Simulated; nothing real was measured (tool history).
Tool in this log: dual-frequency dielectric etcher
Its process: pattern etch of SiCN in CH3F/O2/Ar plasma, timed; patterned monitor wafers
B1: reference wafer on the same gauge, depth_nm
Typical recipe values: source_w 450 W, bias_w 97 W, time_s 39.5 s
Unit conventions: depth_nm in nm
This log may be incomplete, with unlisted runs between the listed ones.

{"run": 1, "hour": 0.0, "source_w": 450, "bias_w": 97, "time_s": 39.5, "B1": 15.22, "depth_nm": 15.46}
{"run": 2, "hour": 104.1, "source_w": 450, "bias_w": 97, "time_s": 39.5, "B1": 15.2, "depth_nm": 15.46}
{"run": 3, "hour": 199.6, "source_w": 450, "bias_w": 97, "time_s": 39.5, "B1": 15.2, "depth_nm": 15.36}
{"run": 4, "hour": 247.4, "source_w": 450, "bias_w": 97, "time_s": 39.5, "B1": 15.2, "depth_nm": 15.35}
{"run": 5, "hour": 330.5, "source_w": 450, "bias_w": 97, "time_s": 39.5, "B1": 15.21, "depth_nm": 15.36}
{"hour": 383.3, "done": "wet clean of the chamber"}
{"run": 6, "hour": 383.8, "source_w": 450, "bias_w": 97, "time_s": 39.5, "B1": 15.21, "depth_nm": 15.56}
{"run": 7, "hour": 482.7, "source_w": 450, "bias_w": 86, "time_s": 39.5, "B1": 15.2, "depth_nm": 14.96}
{"run": 8, "hour": 521.2, "source_w": 450, "bias_w": 86, "time_s": 39.5, "B1": 15.2, "depth_nm": 14.98}
{"run": 9, "hour": 564.0, "source_w": 500, "bias_w": 97, "time_s": 39.5, "B1": 15.2, "depth_nm": 16.38}
{"run": 10, "hour": 622.4, "source_w": 450, "bias_w": 97, "time_s": 39.5, "B1": 15.22, "depth_nm": 15.45}
{"run": 11, "hour": 673.1, "source_w": 450, "bias_w": 97, "time_s": 39.5, "B1": 15.21, "depth_nm": 15.41}
{"run": 12, "hour": 746.2, "source_w": 450, "bias_w": 97, "time_s": 39.5, "B1": 15.2, "depth_nm": 15.35}
{"run": 13, "hour": 799.3, "source_w": 450, "bias_w": 97, "time_s": 39.5, "B1": 15.22, "depth_nm": 15.32}
{"run": 14, "hour": 868.1, "source_w": 450, "bias_w": 97, "time_s": 39.5, "B1": 15.21, "depth_nm": 15.27}
{"hour": 925.9, "done": "wet clean of the chamber"}
{"run": 15, "hour": 954.5, "source_w": 450, "bias_w": 97, "time_s": 39.5, "B1": 15.2, "depth_nm": 15.56}
{"run": 16, "hour": 1004.3, "source_w": 360, "bias_w": 97, "time_s": 44.5, "B1": 15.2, "depth_nm": 15.22}
{"run": 17, "hour": 1097.5, "source_w": 450, "bias_w": 97, "time_s": 39.5, "B1": 15.21, "depth_nm": 15.49}
{"hour": 1121.0, "done": "gauge calibrated"}
{"hour": 1159.8, "done": "source power generator calibrated"}
{"hour": 1186.8, "done": "bias power generator calibrated"}
{"run": 18, "hour": 1195.0, "source_w": 450, "bias_w": 107, "time_s": 39.5, "B1": 15.2, "depth_nm": 15.98}
{"hour": 1292.2, "done": "upper electrode replaced"}
{"run": 19, "hour": 1292.7, "source_w": 480, "bias_w": 97, "time_s": 47.5, "B1": 15.18, "depth_nm": 19.18}
{"run": 20, "hour": 1318.5, "source_w": 450, "bias_w": 97, "time_s": 39.5, "B1": 15.19, "depth_nm": 15.38}
{"run": 21, "hour": 1378.8, "source_w": 450, "bias_w": 97, "time_s": 39.5, "B1": 15.19, "depth_nm": 15.36}
{"run": 22, "hour": 1425.7, "source_w": 450, "bias_w": 97, "time_s": 45, "B1": 15.21, "depth_nm": 17.51}
{"hour": 1462.5, "done": "wet clean of the chamber"}
{"run": 23, "hour": 1500.5, "source_w": 360, "bias_w": 97, "time_s": 46.5, "B1": 15.19, "depth_nm": 15.85}
{"run": 24, "hour": 1604.9, "source_w": 450, "bias_w": 97, "time_s": 39.5, "B1": 15.19, "depth_nm": 15.55}
{"run": 25, "hour": 1735.5, "source_w": 420, "bias_w": 87, "time_s": 43.5, "B1": 15.21, "depth_nm": 15.74}
{"run": 26, "hour": 1843.0, "source_w": 450, "bias_w": 84, "time_s": 39.5, "B1": 15.19, "depth_nm": 14.79}
{"run": 27, "hour": 1891.2, "source_w": 450, "bias_w": 97, "time_s": 39.5, "B1": 15.2, "depth_nm": 15.37}
{"run": 28, "hour": 1928.7, "source_w": 530, "bias_w": 107, "time_s": 35, "B1": 15.21, "depth_nm": 15.41}
{"hour": 1962.7, "done": "wet clean of the chamber"}
{"run": 29, "hour": 1999.1, "source_w": 450, "bias_w": 97, "time_s": 39.5, "B1": 15.2, "depth_nm": 15.59}
{"run": 30, "hour": 2063.5, "source_w": 530, "bias_w": 85, "time_s": 39.5, "B1": 15.19, "depth_nm": 16.36}

4 ways to go on from here, each from the tool as it stands after run 30. What would each give?
{"run": "A", "hour": 2063.9, "source_w": 450, "bias_w": 97, "time_s": 32.5, "B1": "?", "depth_nm": "?"}
{"run": "B", "hour": 2063.9, "source_w": 450, "bias_w": 118, "time_s": 29.5, "B1": "?", "depth_nm": "?"}
{"run": "C", "hour": 2063.9, "source_w": 540, "bias_w": 76, "time_s": 34, "B1": "?", "depth_nm": "?"}
{"run": "D", "hour": 2063.9, "source_w": 360, "bias_w": 97, "time_s": 47.5, "B1": "?", "depth_nm": "?"}

run=A B1=15.21 depth_nm=12.85
run=B B1=15.21 depth_nm=12.41
run=C B1=15.21 depth_nm=13.89
run=D B1=15.21 depth_nm=16.3
Without the tool's hidden state the same runs would have given:
run=A depth_nm=12.89
run=B depth_nm=12.45
run=C depth_nm=13.93
run=D depth_nm=16.34
